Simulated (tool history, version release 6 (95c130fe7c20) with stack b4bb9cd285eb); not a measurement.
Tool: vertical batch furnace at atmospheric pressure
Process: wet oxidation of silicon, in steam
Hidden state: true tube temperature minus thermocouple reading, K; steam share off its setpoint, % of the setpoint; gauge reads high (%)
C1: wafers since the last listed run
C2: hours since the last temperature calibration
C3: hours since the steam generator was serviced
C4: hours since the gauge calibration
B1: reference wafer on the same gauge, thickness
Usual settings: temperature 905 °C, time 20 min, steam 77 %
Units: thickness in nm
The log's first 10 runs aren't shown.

-- hour=939.5 thermocouples replaced and temperature profile calibrated
run 11 hour=966.1 | temperature=905 time=20 steam=77 | C1=1433 C2=26.6 C3=147.9 C4=1447.5 | B1=47.29 | thickness=49.91
run 12 hour=1073.4 | temperature=905 time=20 steam=77 | C1=2387 C2=133.9 C3=255.2 C4=1554.8 | B1=47.35 | thickness=50.51
run 13 hour=1127.3 | temperature=905 time=23.5 steam=85 | C1=1199 C2=187.8 C3=309.1 C4=1608.7 | B1=47.32 | thickness=62.74
-- hour=1154.1 gauge calibrated
run 14 hour=1177.1 | temperature=905 time=23.5 steam=85 | C1=1108 C2=237.6 C3=358.9 C4=23 | B1=47.18 | thickness=62.43
run 15 hour=1270 | temperature=905 time=23.5 steam=85 | C1=2067 C2=330.5 C3=451.8 C4=115.9 | B1=47.1 | thickness=63.09
run 16 hour=1318.7 | temperature=905 time=26.5 steam=77 | C1=1083 C2=379.2 C3=500.5 C4=164.6 | B1=47.26 | thickness=63.92
run 17 hour=1413.9 | temperature=905 time=20 steam=88 | C1=2118 C2=474.4 C3=595.7 C4=259.8 | B1=47.3 | thickness=55.92
run 18 hour=1474.7 | temperature=889 time=28 steam=86 | C1=1352 C2=535.2 C3=656.5 C4=320.6 | B1=46.99 | thickness=58.58
run 19 hour=1531 | temperature=905 time=20 steam=77 | C1=1252 C2=591.5 C3=712.8 C4=376.9 | B1=47.25 | thickness=50.2
run 20 hour=1577.7 | temperature=885 time=12 steam=77 | C1=1039 C2=638.2 C3=759.5 C4=423.6 | B1=47.13 | thickness=24.99
run 21 hour=1646.7 | temperature=882 time=11 steam=80 | C1=1535 C2=707.2 C3=828.5 C4=492.6 | B1=47.32 | thickness=22.79
run 22 hour=1750.9 | temperature=905 time=20 steam=77 | C1=2318 C2=811.4 C3=932.7 C4=596.8 | B1=47.21 | thickness=50.06
run 23 hour=1830.6 | temperature=898 time=25 steam=81 | C1=1773 C2=891.1 C3=1012.4 C4=676.5 | B1=47.32 | thickness=58.38
run 24 hour=1935 | temperature=887 time=12 steam=88 | C1=2323 C2=995.5 C3=1116.8 C4=780.9 | B1=47.32 | thickness=28.24
run 25 hour=1978.5 | temperature=930 time=27.5 steam=89 | C1=968 C2=1039 C3=1160.3 C4=824.4 | B1=47.13 | thickness=100.72
run 26 hour=2079.4 | temperature=905 time=17 steam=77 | C1=2245 C2=1139.9 C3=1261.2 C4=925.3 | B1=47.16 | thickness=43.67
run 27 hour=2153.2 | temperature=905 time=20 steam=74 | C1=1642 C2=1213.7 C3=1335 C4=999.1 | B1=47.38 | thickness=48.03
run 28 hour=2213.7 | temperature=914 time=15.5 steam=86 | C1=1346 C2=1274.2 C3=1395.5 C4=1059.6 | B1=47.13 | thickness=49.92
run 29 hour=2303.3 | temperature=891 time=25 steam=77 | C1=1993 C2=1363.8 C3=1485.1 C4=1149.2 | B1=47.22 | thickness=50.03
run 30 hour=2391 | temperature=929 time=28 steam=87 | C1=1951 C2=1451.5 C3=1572.8 C4=1236.9 | B1=47.29 | thickness=99.4

Forecast each of these 4 alternatives for the next run:
run A hour=2394.7 | temperature=905 time=20 steam=77 | C1=82 C2=1455.2 C3=1576.5 C4=1240.6 | B1=? | thickness=?
run B hour=2394.7 | temperature=916 time=20 steam=81 | C1=82 C2=1455.2 C3=1576.5 C4=1240.6 | B1=? | thickness=?
run C hour=2394.7 | temperature=898 time=20 steam=77 | C1=82 C2=1455.2 C3=1576.5 C4=1240.6 | B1=? | thickness=?
run D hour=2394.7 | temperature=919 time=17.5 steam=66 | C1=82 C2=1455.2 C3=1576.5 C4=1240.6 | B1=? | thickness=?

run=A B1=47.23 thickness=50.51
run=B B1=47.23 thickness=60.59
run=C B1=47.23 thickness=45.92
run=D B1=47.23 thickness=46.88
Without the tool's hidden state the same runs would have given:
run=A thickness=51.48
run=B thickness=62.08
run=C thickness=46.59
run=D thickness=48.03

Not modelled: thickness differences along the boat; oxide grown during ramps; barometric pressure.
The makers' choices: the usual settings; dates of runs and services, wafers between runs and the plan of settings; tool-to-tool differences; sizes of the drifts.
